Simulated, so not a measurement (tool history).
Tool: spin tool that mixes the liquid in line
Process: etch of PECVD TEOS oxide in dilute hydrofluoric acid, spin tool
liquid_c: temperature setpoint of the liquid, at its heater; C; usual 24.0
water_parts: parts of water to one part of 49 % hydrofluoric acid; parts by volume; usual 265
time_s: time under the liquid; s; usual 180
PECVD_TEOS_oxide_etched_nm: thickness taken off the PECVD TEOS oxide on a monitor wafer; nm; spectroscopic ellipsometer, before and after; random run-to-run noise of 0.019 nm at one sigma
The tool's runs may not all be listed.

run	hour	liquid_c	water_parts	time_s	wafers since the last listed run	hours since the thermometer was replaced	hours since the hydrofluoric acid flow meter was replaced	hours since the gauge calibration	read-back film thickness of the PECVD TEOS oxide reference wafer, read on the same gauge (nm)	PECVD_TEOS_oxide_etched_nm
1	0.0	24.0	170	265	0	407.8	921.6	70.3	79.966	10.562
2	25.2	24.0	265	180	156	433.0	946.8	95.5	80.005	4.179
3	202.2	24.0	265	180	1098	610.0	1123.8	272.5	80.023	4.186
4	228.4	24.0	265	180	162	636.2	1150.0	298.7	79.959	4.209
5	258.1	24.0	265	155	184	665.9	1179.7	328.4	79.964	3.636
6	444.8	24.0	265	155	1158	852.6	1366.4	515.1	79.951	3.599
# hour 480.4: thermometer replaced
7	516.1	24.0	265	155	436	35.7	1437.7	586.4	79.989	3.620
8	575.5	24.0	265	180	368	95.1	1497.1	645.8	80.003	4.179
9	635.6	24.0	265	180	372	155.2	1557.2	705.9	80.006	4.161
10	678.0	20.5	265	100	263	197.6	1599.6	748.3	80.014	2.052
11	747.6	20.5	265	100	431	267.2	1669.2	817.9	79.987	2.054
12	815.5	20.5	265	100	421	335.1	1737.1	885.8	79.989	2.030
13	875.8	24.0	370	210	374	395.4	1797.4	946.1	80.003	3.169
14	908.2	24.0	370	210	201	427.8	1829.8	978.5	80.032	3.152
# hour 932.6: hydrofluoric acid flow meter replaced
15	965.9	24.0	370	210	351	485.5	33.3	1036.2	79.979	3.158
16	1024.1	24.0	325	180	361	543.7	91.5	1094.4	79.979	3.227
17	1199.5	27.5	215	125	1088	719.1	266.9	1269.8	80.023	4.268
18	1245.5	24.0	345	115	285	765.1	312.9	1315.8	79.984	1.905
19	1314.5	27.5	215	125	428	834.1	381.9	1384.8	80.018	4.280
20	1371.4	27.0	225	180	353	891.0	438.8	1441.7	80.021	5.714
# hour 1437.4: thermometer replaced
21	1440.1	24.0	265	180	420	2.7	507.5	1510.4	80.015	4.168
# hour 1467.9: gauge calibrated
22	1474.9	27.5	160	75	215	37.5	542.3	7.0	80.000	3.686
23	1646.1	24.0	345	180	1062	208.7	713.5	178.2	80.009	2.978
24	1738.0	24.0	265	180	570	300.6	805.4	270.1	80.002	4.162
25	1797.9	19.5	265	180	371	360.5	865.3	330.0	79.995	3.555
26	1864.0	20.5	265	180	410	426.6	931.4	396.1	79.953	3.709
27	1897.9	26.0	265	180	210	460.5	965.3	430.0	79.983	4.462
28	1936.2	22.0	225	275	237	498.8	1003.6	468.3	79.971	7.336
29	2001.1	26.5	265	180	402	563.7	1068.5	533.2	80.002	4.573
30	2061.3	24.0	330	240	373	623.9	1128.7	593.4	80.025	4.197
31	2102.8	21.5	150	180	257	665.4	1170.2	634.9	79.984	7.564

What differs in the tool's unlogged condition from the final listed run ahead of each entry between runs to the first listed run following it?
Logged between run 6 and run 7: thermometer replaced (hour 480.4)
  no difference in the tool's unlogged condition between these two runs
Logged between run 14 and run 15: hydrofluoric acid flow meter replaced (hour 932.6)
  no difference in the tool's unlogged condition between these two runs
Logged between run 20 and run 21: thermometer replaced (hour 1437.4)
  no difference in the tool's unlogged condition between these two runs
Logged between run 21 and run 22: gauge calibrated (hour 1467.9)
  no difference in the tool's unlogged condition between these two runs
